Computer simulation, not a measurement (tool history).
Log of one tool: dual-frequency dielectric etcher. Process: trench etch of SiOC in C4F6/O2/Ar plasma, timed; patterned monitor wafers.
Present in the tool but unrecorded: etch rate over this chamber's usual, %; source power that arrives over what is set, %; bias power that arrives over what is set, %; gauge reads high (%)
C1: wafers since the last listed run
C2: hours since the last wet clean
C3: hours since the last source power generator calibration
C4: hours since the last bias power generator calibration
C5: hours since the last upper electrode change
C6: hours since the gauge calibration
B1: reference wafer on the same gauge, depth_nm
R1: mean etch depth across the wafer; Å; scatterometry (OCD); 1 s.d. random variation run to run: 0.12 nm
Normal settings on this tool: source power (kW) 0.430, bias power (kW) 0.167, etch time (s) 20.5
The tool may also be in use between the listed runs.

{"run": 1, "hour": 0.0, "source power (kW)": 0.43, "bias power (kW)": 0.167, "etch time (s)": 25.0, "C1": 0, "C2": 304.1, "C3": 477.9, "C4": 2824.5, "C5": 3920.5, "C6": 373.1, "B1": 45.25, "R1": 488.9}
{"hour": 184.9, "done": "wet clean of the chamber"}
{"run": 2, "hour": 185.4, "source power (kW)": 0.43, "bias power (kW)": 0.167, "etch time (s)": 25.0, "C1": 2694, "C2": 0.5, "C3": 663.3, "C4": 3009.9, "C5": 4105.9, "C6": 558.5, "B1": 45.18, "R1": 482.2}
{"run": 3, "hour": 268.6, "source power (kW)": 0.45, "bias power (kW)": 0.142, "etch time (s)": 20.5, "C1": 1389, "C2": 83.7, "C3": 746.5, "C4": 3093.1, "C5": 4189.1, "C6": 641.7, "B1": 45.2, "R1": 383.1}
{"run": 4, "hour": 319.6, "source power (kW)": 0.45, "bias power (kW)": 0.142, "etch time (s)": 20.5, "C1": 851, "C2": 134.7, "C3": 797.5, "C4": 3144.1, "C5": 4240.1, "C6": 692.7, "B1": 45.18, "R1": 383.9}
{"run": 5, "hour": 579.9, "source power (kW)": 0.45, "bias power (kW)": 0.142, "etch time (s)": 20.5, "C1": 4345, "C2": 395.0, "C3": 1057.8, "C4": 3404.4, "C5": 4500.4, "C6": 953.0, "B1": 45.2, "R1": 389.3}
{"hour": 623.1, "done": "wet clean of the chamber"}
{"run": 6, "hour": 669.6, "source power (kW)": 0.43, "bias power (kW)": 0.167, "etch time (s)": 24.5, "C1": 1096, "C2": 46.5, "C3": 1147.5, "C4": 3494.1, "C5": 4590.1, "C6": 1042.7, "B1": 45.19, "R1": 479.4}
{"run": 7, "hour": 751.1, "source power (kW)": 0.43, "bias power (kW)": 0.167, "etch time (s)": 24.5, "C1": 1360, "C2": 128.0, "C3": 1229.0, "C4": 3575.6, "C5": 4671.6, "C6": 1124.2, "B1": 45.18, "R1": 479.4}
{"run": 8, "hour": 817.9, "source power (kW)": 0.43, "bias power (kW)": 0.167, "etch time (s)": 17.0, "C1": 1115, "C2": 194.8, "C3": 1295.8, "C4": 3642.4, "C5": 4738.4, "C6": 1191.0, "B1": 45.21, "R1": 332.5}
{"run": 9, "hour": 858.2, "source power (kW)": 0.43, "bias power (kW)": 0.167, "etch time (s)": 17.0, "C1": 672, "C2": 235.1, "C3": 1336.1, "C4": 3682.7, "C5": 4778.7, "C6": 1231.3, "B1": 45.22, "R1": 332.6}
{"run": 10, "hour": 935.5, "source power (kW)": 0.43, "bias power (kW)": 0.167, "etch time (s)": 17.0, "C1": 1290, "C2": 312.4, "C3": 1413.4, "C4": 3760.0, "C5": 4856.0, "C6": 1308.6, "B1": 45.18, "R1": 337.3}
{"run": 11, "hour": 994.4, "source power (kW)": 0.43, "bias power (kW)": 0.167, "etch time (s)": 22.0, "C1": 983, "C2": 371.3, "C3": 1472.3, "C4": 3818.9, "C5": 4914.9, "C6": 1367.5, "B1": 45.22, "R1": 433.2}
{"hour": 1023.9, "done": "source power generator calibrated"}
{"run": 12, "hour": 1034.7, "source power (kW)": 0.37, "bias power (kW)": 0.167, "etch time (s)": 19.0, "C1": 606, "C2": 411.6, "C3": 10.8, "C4": 3859.2, "C5": 4955.2, "C6": 1407.8, "B1": 45.18, "R1": 350.7}
{"hour": 1110.5, "done": "wet clean of the chamber"}
{"run": 13, "hour": 1122.3, "source power (kW)": 0.49, "bias power (kW)": 0.167, "etch time (s)": 17.5, "C1": 1061, "C2": 11.8, "C3": 98.4, "C4": 3946.8, "C5": 5042.8, "C6": 1495.4, "B1": 45.21, "R1": 358.5}
{"hour": 1201.5, "done": "gauge calibrated"}
{"run": 14, "hour": 1227.7, "source power (kW)": 0.43, "bias power (kW)": 0.167, "etch time (s)": 20.5, "C1": 1759, "C2": 117.2, "C3": 203.8, "C4": 4052.2, "C5": 5148.2, "C6": 26.2, "B1": 45.2, "R1": 399.7}
{"hour": 1272.6, "done": "bias power generator calibrated"}
{"run": 15, "hour": 1275.2, "source power (kW)": 0.43, "bias power (kW)": 0.167, "etch time (s)": 26.5, "C1": 726, "C2": 164.7, "C3": 251.3, "C4": 2.6, "C5": 5195.7, "C6": 73.7, "B1": 45.21, "R1": 515.9}
{"run": 16, "hour": 1379.3, "source power (kW)": 0.45, "bias power (kW)": 0.142, "etch time (s)": 20.5, "C1": 1737, "C2": 268.8, "C3": 355.4, "C4": 106.7, "C5": 5299.8, "C6": 177.8, "B1": 45.23, "R1": 389.1}
{"run": 17, "hour": 1438.9, "source power (kW)": 0.51, "bias power (kW)": 0.193, "etch time (s)": 20.5, "C1": 995, "C2": 328.4, "C3": 415.0, "C4": 166.3, "C5": 5359.4, "C6": 237.4, "B1": 45.18, "R1": 457.2}
{"hour": 1487.1, "done": "upper electrode replaced"}
{"run": 18, "hour": 1505.2, "source power (kW)": 0.54, "bias power (kW)": 0.167, "etch time (s)": 20.5, "C1": 706, "C2": 394.7, "C3": 481.3, "C4": 232.6, "C5": 18.1, "C6": 303.7, "B1": 45.18, "R1": 450.0}
{"run": 19, "hour": 1545.2, "source power (kW)": 0.43, "bias power (kW)": 0.167, "etch time (s)": 16.0, "C1": 667, "C2": 434.7, "C3": 521.3, "C4": 272.6, "C5": 58.1, "C6": 343.7, "B1": 45.23, "R1": 317.3}
{"run": 20, "hour": 1631.0, "source power (kW)": 0.43, "bias power (kW)": 0.167, "etch time (s)": 22.5, "C1": 1432, "C2": 520.5, "C3": 607.1, "C4": 358.4, "C5": 143.9, "C6": 429.5, "B1": 45.2, "R1": 446.2}
{"hour": 1672.0, "done": "wet clean of the chamber"}
{"run": 21, "hour": 1674.0, "source power (kW)": 0.43, "bias power (kW)": 0.18, "etch time (s)": 20.5, "C1": 317, "C2": 2.0, "C3": 650.1, "C4": 401.4, "C5": 186.9, "C6": 472.5, "B1": 45.19, "R1": 407.9}
{"run": 22, "hour": 1768.0, "source power (kW)": 0.43, "bias power (kW)": 0.167, "etch time (s)": 20.5, "C1": 1569, "C2": 96.0, "C3": 744.1, "C4": 495.4, "C5": 280.9, "C6": 566.5, "B1": 45.19, "R1": 400.8}
{"run": 23, "hour": 1834.0, "source power (kW)": 0.43, "bias power (kW)": 0.167, "etch time (s)": 20.5, "C1": 1101, "C2": 162.0, "C3": 810.1, "C4": 561.4, "C5": 346.9, "C6": 632.5, "B1": 45.17, "R1": 400.8}
{"run": 24, "hour": 1871.5, "source power (kW)": 0.32, "bias power (kW)": 0.143, "etch time (s)": 15.0, "C1": 626, "C2": 199.5, "C3": 847.6, "C4": 598.9, "C5": 384.4, "C6": 670.0, "B1": 45.21, "R1": 242.1}

Table of differences, measured result less the result of that run with no hidden state. Run-to-run variation is the same in both. Gauge scatter possibly is not:
run=1 R1=+6.8
run=2 R1=-1.5
run=3 R1=+0.5
run=4 R1=+1.5
run=5 R1=+6.8
run=6 R1=+2.3
run=7 R1=+4.3
run=8 R1=+4.2
run=9 R1=+4.9
run=10 R1=+6.3
run=11 R1=+9.3
run=12 R1=+8.3
run=13 R1=+0.5
run=14 R1=+2.7
run=15 R1=+4.9
run=16 R1=+5.8
run=17 R1=+8.2
run=18 R1=+9.5
run=19 R1=+7.4
run=20 R1=+12.3
run=21 R1=+0.8
run=22 R1=+2.8
run=23 R1=+4.2
run=24 R1=+3.0
